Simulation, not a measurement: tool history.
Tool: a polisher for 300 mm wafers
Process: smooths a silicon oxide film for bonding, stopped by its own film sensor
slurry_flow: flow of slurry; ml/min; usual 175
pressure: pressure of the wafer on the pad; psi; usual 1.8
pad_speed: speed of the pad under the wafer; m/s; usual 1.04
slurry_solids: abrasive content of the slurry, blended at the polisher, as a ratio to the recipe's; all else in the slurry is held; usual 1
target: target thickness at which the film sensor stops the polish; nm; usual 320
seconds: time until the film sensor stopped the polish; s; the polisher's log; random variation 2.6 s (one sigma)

| run | day | slurry_flow | pressure | pad_speed | slurry_solids | target | wafers since the last listed run | wafers polished on this pad | hours since the slurry nozzle was cleaned | hours since the head pressure was calibrated | hours since the slurry blender was calibrated | incoming thickness of the incoming film, nm | seconds |
|---|---|---|---|---|---|---|---|---|---|---|---|---|---|
| 1 | 0 | 175 | 1.8 | 1.04 | 1 | 320 | 0 | 313 | 153.8 | 243.1 | 152.2 | 425.6 | 125 |
| 2 | 0.45 | 175 | 1.8 | 1.04 | 1 | 320 | 55 | 369 | 164.6 | 253.9 | 163 | 419.7 | 122.6 |
| 3 | 1.183 | 175 | 1.8 | 1.04 | 1 | 320 | 91 | 460 | 182.2 | 271.5 | 180.6 | 416.3 | 115.2 |
| 4 | 1.583 | 175 | 1.8 | 1.04 | 1 | 320 | 49 | 510 | 191.8 | 281.1 | 190.2 | 429.1 | 131.7 |
| 5 | 2.179 | 175 | 1.8 | 1.04 | 1 | 320 | 73 | 584 | 206.1 | 295.4 | 204.5 | 415.3 | 114.1 |
| 6 | 2.808 | 175 | 1.8 | 0.92 | 1 | 320 | 78 | 662 | 221.2 | 310.5 | 219.6 | 421.4 | 129.5 |
| 7 | 3.296 | 175 | 1.8 | 0.92 | 1 | 320 | 60 | 722 | 232.9 | 322.2 | 231.3 | 422.7 | 131.8 |
|  | 3.579 | slurry nozzle cleaned |
| 8 | 3.871 | 175 | 1.8 | 0.92 | 1 | 320 | 66 | 788 | 7 | 336 | 245.1 | 420 | 125.3 |
| 9 | 4.446 | 175 | 1.8 | 1.04 | 1 | 320 | 71 | 860 | 20.8 | 349.8 | 258.9 | 421.5 | 118.5 |
|  | 4.879 | worn pad replaced by a new one |
| 10 | 5.15 | 175 | 1.8 | 1.04 | 1 | 320 | 66 | 33 | 37.7 | 366.7 | 275.8 | 412.4 | 109.2 |
| 11 | 5.596 | 175 | 1.8 | 1.04 | 1 | 320 | 55 | 89 | 48.4 | 377.4 | 286.5 | 424.6 | 121.8 |
| 12 | 5.858 | 190 | 1.8 | 1.04 | 1 | 320 | 32 | 121 | 54.7 | 383.7 | 292.8 | 412.3 | 111.6 |
| 13 | 6.212 | 175 | 2 | 1.4 | 0.75 | 350 | 43 | 165 | 63.2 | 392.2 | 301.3 | 421.3 | 76.7 |
| 14 | 6.508 | 175 | 1.8 | 1.04 | 1 | 347 | 36 | 202 | 70.3 | 399.3 | 308.4 | 420.9 | 84.8 |
| 15 | 6.85 | 175 | 1.8 | 0.94 | 1 | 295 | 42 | 244 | 78.5 | 407.5 | 316.6 | 425.3 | 165.9 |
|  | 7.017 | slurry blender recalibrated |
|  | 7.071 | head pressure recalibrated |
| 16 | 7.479 | 150 | 2.3 | 1.04 | 1 | 290 | 61 | 305 | 93.6 | 9.8 | 11.1 | 416.9 | 136.3 |
| 17 | 8.029 | 175 | 2 | 0.74 | 1 | 320 | 68 | 374 | 106.8 | 23 | 24.3 | 413.2 | 138.8 |
| 18 | 8.767 | 205 | 2.2 | 1.04 | 1 | 320 | 91 | 465 | 124.5 | 40.7 | 42 | 420 | 103 |
| 19 | 9.146 | 175 | 1.8 | 1.04 | 1 | 320 | 47 | 512 | 133.6 | 49.8 | 51.1 | 420.1 | 127.3 |
| 20 | 9.75 | 175 | 1.8 | 1.04 | 1 | 320 | 74 | 587 | 148.1 | 64.3 | 65.6 | 419.3 | 121 |
| 21 | 10.417 | 175 | 2.3 | 1.04 | 1 | 320 | 82 | 670 | 164.1 | 80.3 | 81.6 | 421.6 | 98.8 |

The next listed run, before its measurement:
| 22 | 10.817 | 175 | 1.8 | 1.04 | 1.25 | 311 | 49 | 720 | 173.7 | 89.9 | 91.2 | 424.3 | ? |

{"run 22": {"seconds": 131.7}}
Without the tool's hidden state the same run would have given seconds 137.3 s.

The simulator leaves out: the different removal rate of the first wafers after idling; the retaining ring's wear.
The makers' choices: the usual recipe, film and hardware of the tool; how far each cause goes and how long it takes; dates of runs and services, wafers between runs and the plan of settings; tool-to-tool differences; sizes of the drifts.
